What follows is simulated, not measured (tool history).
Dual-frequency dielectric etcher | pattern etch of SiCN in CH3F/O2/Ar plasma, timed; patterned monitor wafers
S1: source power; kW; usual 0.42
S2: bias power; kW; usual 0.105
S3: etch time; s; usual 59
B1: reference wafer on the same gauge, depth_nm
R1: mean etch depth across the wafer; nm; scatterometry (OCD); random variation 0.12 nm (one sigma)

run,day,S1,S2,S3,B1,R1
1,0,0.42,0.105,59,26.29,25.63
2,1.233,0.42,0.105,59,26.29,25.76
3,2.592,0.42,0.113,47,26.29,21.32
4,3.208,0.42,0.113,47,26.31,21.34
5,4.079,0.42,0.113,47,26.31,21.34
6,4.733,0.42,0.088,59,26.3,22.9
7,6.196,0.42,0.088,59,26.29,22.86
8,7.258,0.42,0.088,59,26.31,22.75
# day 8.242: source power generator calibrated
# day 8.421: upper electrode replaced
9,8.442,0.42,0.105,59,26.3,25.46
10,8.954,0.42,0.105,59,26.28,25.53
11,10.012,0.42,0.105,59,26.3,25.2
12,13.142,0.51,0.105,75,26.32,34.05
# day 13.746: gauge calibrated
13,14.096,0.46,0.129,68.5,26.32,33.88
14,15.175,0.42,0.105,75,26.27,32.09
15,17.454,0.5,0.105,59,26.3,26.29
# day 18.775: wet clean of the chamber
16,18.796,0.35,0.097,45,26.28,18.02
17,18.808,0.42,0.105,59,26.28,26.2
# day 19.633: bias power generator calibrated
18,19.746,0.48,0.13,64.5,26.31,33.46
19,20.804,0.42,0.105,75,26.29,32.99
20,22.033,0.46,0.08,59,26.28,22.46
21,24.158,0.38,0.093,74.5,26.31,29.57
22,25.571,0.36,0.125,59,26.31,27.31
23,26.804,0.46,0.125,59,26.3,29.36

Measured less the same run without the tool's hidden state. The same run-to-run variation is in both; the gauge's scatter may not be:
The hidden state here: etch rate over this chamber's usual, %; source power that arrives over what is set, %; bias power that arrives over what is set, %; gauge reads high (%).
run,R1
1,-0.31
2,-0.36
3,-0.34
4,-0.36
5,-0.39
6,-0.44
7,-0.49
8,-0.52
9,-0.62
10,-0.65
11,-0.68
12,-1.08
13,-1.12
14,-1.11
15,-1.01
16,+0.03
17,+0.05
18,+0.02
19,-0.03
20,-0.06
21,-0.17
22,-0.21
23,-0.28
